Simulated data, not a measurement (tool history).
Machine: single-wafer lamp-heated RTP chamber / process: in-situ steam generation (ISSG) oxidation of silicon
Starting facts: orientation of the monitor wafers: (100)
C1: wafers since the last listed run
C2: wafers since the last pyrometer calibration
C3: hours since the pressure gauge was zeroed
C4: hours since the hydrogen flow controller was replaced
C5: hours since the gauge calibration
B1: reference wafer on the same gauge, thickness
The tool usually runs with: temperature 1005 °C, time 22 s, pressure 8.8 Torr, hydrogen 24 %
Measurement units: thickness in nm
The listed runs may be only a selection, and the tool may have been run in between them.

run 1 day=0 | temperature=1005 time=22 pressure=9.7 hydrogen=24 | C1=0 C2=6757 C3=814.7 C4=5445.6 C5=332.2 | B1=5.876 | thickness=5.725
run 2 day=2.067 | temperature=1005 time=22 pressure=9.7 hydrogen=24 | C1=294 C2=7052 C3=864.3 C4=5495.2 C5=381.8 | B1=5.865 | thickness=5.738
run 3 day=6.608 | temperature=1005 time=22 pressure=9.8 hydrogen=24 | C1=647 C2=7700 C3=973.3 C4=5604.2 C5=490.8 | B1=5.86 | thickness=5.714
run 4 day=8.25 | temperature=1005 time=22 pressure=9.8 hydrogen=24 | C1=234 C2=7934 C3=1012.7 C4=5643.6 C5=530.2 | B1=5.847 | thickness=5.719
run 5 day=10.958 | temperature=1005 time=22 pressure=9.8 hydrogen=24 | C1=386 C2=8320 C3=1077.7 C4=5708.6 C5=595.2 | B1=5.845 | thickness=5.719
run 6 day=12.504 | temperature=1005 time=22 pressure=8.8 hydrogen=24 | C1=220 C2=8541 C3=1114.8 C4=5745.7 C5=632.3 | B1=5.845 | thickness=5.816
run 7 day=14.138 | temperature=1005 time=22 pressure=8.8 hydrogen=24 | C1=232 C2=8774 C3=1154 C4=5784.9 C5=671.5 | B1=5.842 | thickness=5.781
-- day=15.342 pyrometer window cleaned and pyrometer calibrated
run 8 day=16.967 | temperature=1005 time=22 pressure=8.8 hydrogen=24 | C1=355 C2=231 C3=1221.9 C4=5852.8 C5=739.4 | B1=5.837 | thickness=5.787
run 9 day=19.504 | temperature=1005 time=22 pressure=8.8 hydrogen=24 | C1=361 C2=593 C3=1282.8 C4=5913.7 C5=800.3 | B1=5.83 | thickness=5.782
run 10 day=21.025 | temperature=1005 time=22 pressure=8.8 hydrogen=24 | C1=216 C2=810 C3=1319.3 C4=5950.2 C5=836.8 | B1=5.833 | thickness=5.77
run 11 day=23.688 | temperature=1005 time=22 pressure=8.8 hydrogen=24 | C1=379 C2=1190 C3=1383.2 C4=6014.1 C5=900.7 | B1=5.835 | thickness=5.777
run 12 day=26.267 | temperature=1022 time=20 pressure=10.2 hydrogen=32 | C1=367 C2=1558 C3=1445.1 C4=6076 C5=962.6 | B1=5.827 | thickness=6.228
run 13 day=29.212 | temperature=1010 time=19 pressure=9.2 hydrogen=24 | C1=420 C2=1978 C3=1515.8 C4=6146.7 C5=1033.3 | B1=5.832 | thickness=5.499
-- day=30.871 hydrogen flow controller replaced
-- day=33.738 gauge calibrated
run 14 day=36.029 | temperature=1005 time=22 pressure=8.8 hydrogen=24 | C1=924 C2=2903 C3=1679.4 C4=123.8 C5=55 | B1=5.925 | thickness=5.863
run 15 day=37.092 | temperature=1005 time=25 pressure=8.8 hydrogen=19 | C1=151 C2=3054 C3=1704.9 C4=149.3 C5=80.5 | B1=5.919 | thickness=5.963
-- day=38.017 pressure gauge zeroed
run 16 day=38.512 | temperature=1013 time=26 pressure=9.8 hydrogen=30 | C1=155 C2=3209 C3=11.9 C4=183.4 C5=114.6 | B1=5.919 | thickness=6.799
run 17 day=41.008 | temperature=1015 time=29 pressure=9.6 hydrogen=16 | C1=355 C2=3565 C3=71.8 C4=243.3 C5=174.5 | B1=5.893 | thickness=6.353
run 18 day=42.167 | temperature=1005 time=22 pressure=8.8 hydrogen=24 | C1=165 C2=3731 C3=99.6 C4=271.1 C5=202.3 | B1=5.891 | thickness=5.849
run 19 day=45.133 | temperature=995 time=16 pressure=9.5 hydrogen=18 | C1=423 C2=4154 C3=170.8 C4=342.3 C5=273.5 | B1=5.875 | thickness=4.493
run 20 day=47.012 | temperature=1005 time=22 pressure=9.6 hydrogen=24 | C1=268 C2=4422 C3=215.9 C4=387.4 C5=318.6 | B1=5.876 | thickness=5.781
run 21 day=48.742 | temperature=1005 time=22 pressure=8.8 hydrogen=24 | C1=246 C2=4668 C3=257.4 C4=428.9 C5=360.1 | B1=5.865 | thickness=5.846
run 22 day=50.029 | temperature=1005 time=22 pressure=8.8 hydrogen=24 | C1=183 C2=4852 C3=288.3 C4=459.8 C5=391 | B1=5.865 | thickness=5.779

Below are 5 alternative next runs, each starting from the tool's condition after run 22. Predict each:
run A day=50.05 | temperature=1005 time=22 pressure=8.8 hydrogen=29 | C1=2 C2=4855 C3=288.8 C4=460.3 C5=391.5 | B1=? | thickness=?
run B day=50.05 | temperature=1005 time=22 pressure=8.8 hydrogen=31 | C1=2 C2=4855 C3=288.8 C4=460.3 C5=391.5 | B1=? | thickness=?
run C day=50.05 | temperature=1005 time=22 pressure=8.8 hydrogen=16 | C1=2 C2=4855 C3=288.8 C4=460.3 C5=391.5 | B1=? | thickness=?
run D day=50.05 | temperature=1005 time=22 pressure=8.8 hydrogen=17 | C1=2 C2=4855 C3=288.8 C4=460.3 C5=391.5 | B1=? | thickness=?
run E day=50.05 | temperature=998 time=22 pressure=8.8 hydrogen=24 | C1=2 C2=4855 C3=288.8 C4=460.3 C5=391.5 | B1=? | thickness=?

run=A B1=5.858 thickness=6.087
run=B B1=5.858 thickness=6.187
run=C B1=5.858 thickness=5.32
run=D B1=5.858 thickness=5.389
run=E B1=5.858 thickness=5.65
Without the tool's unlogged condition, the same runs would have read:
run=A thickness=6.167
run=B thickness=6.269
run=C thickness=5.39
run=D thickness=5.46
run=E thickness=5.724
